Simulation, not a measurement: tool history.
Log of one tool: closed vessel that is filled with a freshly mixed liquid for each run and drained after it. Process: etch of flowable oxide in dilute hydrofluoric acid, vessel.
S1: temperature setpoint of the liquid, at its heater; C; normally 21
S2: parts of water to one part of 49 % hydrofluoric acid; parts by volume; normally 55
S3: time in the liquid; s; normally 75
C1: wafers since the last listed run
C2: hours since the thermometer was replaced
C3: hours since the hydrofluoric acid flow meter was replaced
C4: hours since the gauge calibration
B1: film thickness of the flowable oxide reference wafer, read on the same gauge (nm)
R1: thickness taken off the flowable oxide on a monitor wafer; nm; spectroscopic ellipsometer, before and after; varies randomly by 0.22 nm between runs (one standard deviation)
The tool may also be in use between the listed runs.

run    hour    S1  S2   S3     C1     C2      C3     C4      B1     R1
  1       0    21  55  110      0  206.4  1352.7  142.4   99.98  47.07
  2    57.2  18.5  55   75   4314  263.6  1409.9  199.6  100.02  28.66
  3   114.6  18.5  55   75   4329    321  1467.3    257  100.01  29.26
  4     297    21  55   75  13759  503.4  1649.7  439.4   99.97  32.05
  5   357.4    21  55   75   4556  563.8  1710.1  499.8  100.01  32.35
  6   416.4    21  55   75   4450  622.8  1769.1  558.8  100.03  32.75
  7   468.3    18  55   90   3915  674.7    1821  610.7     100  33.72
  8   493.3    18  55   90   1885  699.7    1846  635.7   99.98  34.19
  9     523    21  55   75   2240  729.4  1875.7  665.4     100  32.02
 10   558.1    21  55   75   2647  764.5  1910.8  700.5  100.01  32.13
      591.5  -- thermometer replaced
 11   596.9    18  55   75   2851    5.4  1949.6  739.3  100.04  28.38
 12   660.4    21  55   75   4790   68.9  2013.1  802.8     100  32.21
 13   694.5    21  55   75   2572    103  2047.2  836.9   99.98  32.29
 14   749.5    19  55   75   4148    158  2102.2  891.9     100  29.47
      801.3  -- gauge calibrated
 15   810.4    21  55   75   4593  218.9  2163.1    9.1   99.98  32.05
 16   859.6  19.5  55  105   3711  268.1  2212.3   58.3  100.01  42.09
 17  1027.2    21  55   75  12642  435.7  2379.9  225.9   99.96   32.5
 18  1089.8    17  75   65   4722  498.3  2442.5  288.5  100.01   16.8
 19  1156.1    17  70   75   5001  564.6  2508.8  354.8   99.98  20.94
     1199.4  -- hydrofluoric acid flow meter replaced
 20  1225.5    21  55   75   5159    634    26.1  424.2  100.06  32.15
 21  1277.8    21  55   75   3945  686.3    78.4  476.5     100  32.36
     1307.1  -- thermometer replaced
 22  1323.8    19  80  120   3394   16.7   124.4  522.5   99.96   31.7
 23    1367  22.5  30   90   3258   59.9   167.6  565.7  100.04  77.68
 24  1404.6    21  55   75   2836   97.5   205.2  603.3     100  32.24
 25  1464.6  24.5  85   75   4526  157.5   265.2  663.3     100  23.21
 26  1511.5    21  45  100   3537  204.4   312.1  710.2   99.94  53.14
 27  1551.3    26  75   45   3002  244.2   351.9    750  100.02  16.96
 28  1575.5    21  65   75   1825  268.4   376.1  774.2     100  26.77
 29  1640.6    21  55   75   4910  333.5   441.2  839.3   99.99  32.75
     1657.5  -- gauge calibrated
 30  1670.3    21  55  100   2240  363.2   470.9   12.8  100.02  43.13
 31  1732.1    17  80   75   4661    425   532.7   74.6   99.98     18

Predict each of these 3 candidate next runs independently; none follows another, all start after run 31:
  A  1732.8  21  55  75  52  425.7  533.4  75.3   ?   ?
  B  1732.8  18  55  50  52  425.7  533.4  75.3   ?   ?
  C  1732.8  21  35  75  52  425.7  533.4  75.3   ?   ?

run     B1     R1
  A  99.98  32.13
  B  99.98  18.86
  C  99.98  51.76
The same runs, with their run-to-run variation unchanged, on a tool lacking any hidden condition would have given:
run     R1
  A  32.13
  B  18.86
  C  51.76

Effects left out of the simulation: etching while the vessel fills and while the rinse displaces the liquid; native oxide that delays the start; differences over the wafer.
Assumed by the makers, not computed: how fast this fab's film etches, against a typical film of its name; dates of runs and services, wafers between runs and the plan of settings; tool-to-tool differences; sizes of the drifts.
